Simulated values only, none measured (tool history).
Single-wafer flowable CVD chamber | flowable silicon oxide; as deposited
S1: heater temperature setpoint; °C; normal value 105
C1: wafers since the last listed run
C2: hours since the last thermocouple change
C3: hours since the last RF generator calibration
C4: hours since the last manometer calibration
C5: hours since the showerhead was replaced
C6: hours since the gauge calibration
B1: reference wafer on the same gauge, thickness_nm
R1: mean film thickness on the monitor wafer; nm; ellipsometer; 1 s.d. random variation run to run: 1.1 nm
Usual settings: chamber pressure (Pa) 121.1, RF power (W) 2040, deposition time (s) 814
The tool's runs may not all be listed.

{"run": 1, "hour": 0.0, "S1": 105, "chamber pressure (Pa)": 121.1, "RF power (W)": 2040, "deposition time (s)": 814, "C1": 0, "C2": 667.3, "C3": 1016.7, "C4": 1271.5, "C5": 3080.1, "C6": 403.4, "B1": 572.932, "R1": 497.677}
{"run": 2, "hour": 52.4, "S1": 97, "chamber pressure (Pa)": 121.1, "RF power (W)": 2040, "deposition time (s)": 814, "C1": 107, "C2": 719.7, "C3": 1069.1, "C4": 1323.9, "C5": 3132.5, "C6": 455.8, "B1": 572.917, "R1": 651.982}
{"hour": 118.8, "done": "RF generator calibrated"}
{"run": 3, "hour": 119.3, "S1": 97, "chamber pressure (Pa)": 121.1, "RF power (W)": 2040, "deposition time (s)": 814, "C1": 120, "C2": 786.6, "C3": 0.5, "C4": 1390.8, "C5": 3199.4, "C6": 522.7, "B1": 572.832, "R1": 653.46}
{"run": 4, "hour": 207.3, "S1": 105, "chamber pressure (Pa)": 121.1, "RF power (W)": 2040, "deposition time (s)": 814, "C1": 179, "C2": 874.6, "C3": 88.5, "C4": 1478.8, "C5": 3287.4, "C6": 610.7, "B1": 573.053, "R1": 499.729}
{"run": 5, "hour": 313.9, "S1": 105, "chamber pressure (Pa)": 121.1, "RF power (W)": 2040, "deposition time (s)": 814, "C1": 218, "C2": 981.2, "C3": 195.1, "C4": 1585.4, "C5": 3394, "C6": 717.3, "B1": 573.131, "R1": 500.29}
{"run": 6, "hour": 404.9, "S1": 105, "chamber pressure (Pa)": 121.1, "RF power (W)": 2040, "deposition time (s)": 814, "C1": 186, "C2": 1072.2, "C3": 286.1, "C4": 1676.4, "C5": 3485, "C6": 808.3, "B1": 572.503, "R1": 501.03}
{"hour": 453.5, "done": "capacitance manometer re-zeroed and calibrated"}
{"run": 7, "hour": 501.9, "S1": 105, "chamber pressure (Pa)": 121.1, "RF power (W)": 2040, "deposition time (s)": 814, "C1": 182, "C2": 1169.2, "C3": 383.1, "C4": 48.4, "C5": 3582, "C6": 905.3, "B1": 573.262, "R1": 502.936}
{"run": 8, "hour": 554.0, "S1": 105, "chamber pressure (Pa)": 121.1, "RF power (W)": 2040, "deposition time (s)": 707, "C1": 106, "C2": 1221.3, "C3": 435.2, "C4": 100.5, "C5": 3634.1, "C6": 957.4, "B1": 573.077, "R1": 436.793}
{"run": 9, "hour": 647.0, "S1": 105, "chamber pressure (Pa)": 121.1, "RF power (W)": 2040, "deposition time (s)": 707, "C1": 190, "C2": 1314.3, "C3": 528.2, "C4": 193.5, "C5": 3727.1, "C6": 1050.4, "B1": 572.815, "R1": 437.359}
{"run": 10, "hour": 702.7, "S1": 105, "chamber pressure (Pa)": 121.1, "RF power (W)": 2040, "deposition time (s)": 707, "C1": 113, "C2": 1370, "C3": 583.9, "C4": 249.2, "C5": 3782.8, "C6": 1106.1, "B1": 573.41, "R1": 438.784}
{"run": 11, "hour": 786.1, "S1": 105, "chamber pressure (Pa)": 148.5, "RF power (W)": 2040, "deposition time (s)": 814, "C1": 170, "C2": 1453.4, "C3": 667.3, "C4": 332.6, "C5": 3866.2, "C6": 1189.5, "B1": 573.181, "R1": 616.915}
{"run": 12, "hour": 831.4, "S1": 105, "chamber pressure (Pa)": 121.1, "RF power (W)": 2040, "deposition time (s)": 814, "C1": 92, "C2": 1498.7, "C3": 712.6, "C4": 377.9, "C5": 3911.5, "C6": 1234.8, "B1": 572.86, "R1": 505.342}
{"run": 13, "hour": 870.6, "S1": 99, "chamber pressure (Pa)": 108.5, "RF power (W)": 2335, "deposition time (s)": 723, "C1": 80, "C2": 1537.9, "C3": 751.8, "C4": 417.1, "C5": 3950.7, "C6": 1274, "B1": 572.943, "R1": 504.765}
{"hour": 963.3, "done": "showerhead replaced"}
{"run": 14, "hour": 972.4, "S1": 119, "chamber pressure (Pa)": 135.3, "RF power (W)": 2040, "deposition time (s)": 700, "C1": 191, "C2": 1639.7, "C3": 853.6, "C4": 518.9, "C5": 9.1, "C6": 1375.8, "B1": 573.145, "R1": 311.223}
{"hour": 997.5, "done": "gauge calibrated"}
{"run": 15, "hour": 1052.9, "S1": 100, "chamber pressure (Pa)": 143.2, "RF power (W)": 2040, "deposition time (s)": 950, "C1": 164, "C2": 1720.2, "C3": 934.1, "C4": 599.4, "C5": 89.6, "C6": 55.4, "B1": 573.286, "R1": 828.426}
{"hour": 1062.9, "done": "thermocouple changed; heater temperature recalibrated"}
{"run": 16, "hour": 1104.0, "S1": 101, "chamber pressure (Pa)": 142.5, "RF power (W)": 2040, "deposition time (s)": 857, "C1": 88, "C2": 41.1, "C3": 985.2, "C4": 650.5, "C5": 140.7, "C6": 106.5, "B1": 572.791, "R1": 705.974}
{"hour": 1130.6, "done": "RF generator calibrated"}
{"run": 17, "hour": 1205.4, "S1": 115, "chamber pressure (Pa)": 113.3, "RF power (W)": 2040, "deposition time (s)": 967, "C1": 191, "C2": 142.5, "C3": 74.8, "C4": 751.9, "C5": 242.1, "C6": 207.9, "B1": 572.918, "R1": 400.314}
{"run": 18, "hour": 1249.5, "S1": 105, "chamber pressure (Pa)": 121.1, "RF power (W)": 2040, "deposition time (s)": 814, "C1": 90, "C2": 186.6, "C3": 118.9, "C4": 796, "C5": 286.2, "C6": 252, "B1": 573.145, "R1": 495.468}
{"run": 19, "hour": 1307.8, "S1": 105, "chamber pressure (Pa)": 121.1, "RF power (W)": 2040, "deposition time (s)": 814, "C1": 119, "C2": 244.9, "C3": 177.2, "C4": 854.3, "C5": 344.5, "C6": 310.3, "B1": 572.332, "R1": 497.245}
{"run": 20, "hour": 1392.1, "S1": 105, "chamber pressure (Pa)": 99.7, "RF power (W)": 2040, "deposition time (s)": 709, "C1": 172, "C2": 329.2, "C3": 261.5, "C4": 938.6, "C5": 428.8, "C6": 394.6, "B1": 572.614, "R1": 355.807}
{"run": 21, "hour": 1432.1, "S1": 105, "chamber pressure (Pa)": 121.1, "RF power (W)": 2040, "deposition time (s)": 814, "C1": 81, "C2": 369.2, "C3": 301.5, "C4": 978.6, "C5": 468.8, "C6": 434.6, "B1": 572.85, "R1": 499.381}

Hidden state or all else? Some run-to-run changes of R1, split into what the settings, what came in and random variation would give without the hidden state, and what is left for the hidden state (with any gauge scatter that isn't in both results):
What the log doesn't record here: wafer temperature above the value expected at the setpoint (K); delivered RF power above the setpoint (%); true pressure above the setpoint (%); gauge reads high (%).
Run 14 -> 15: S1 119 -> 100, chamber pressure (Pa) 135.3 -> 143.2, deposition time (s) 700 -> 950, gauge calibrated. R1 +517.203 nm: hidden state +10.212, all else +506.991.
Run 15 -> 16: S1 100 -> 101, chamber pressure (Pa) 143.2 -> 142.5, deposition time (s) 950 -> 857, thermocouple changed; heater temperature recalibrated. R1 -122.452 nm: hidden state -14.733, all else -107.719.
Run 16 -> 17: S1 101 -> 115, chamber pressure (Pa) 142.5 -> 113.3, deposition time (s) 857 -> 967, RF generator calibrated. R1 -305.66 nm: hidden state +0.131, all else -305.791.
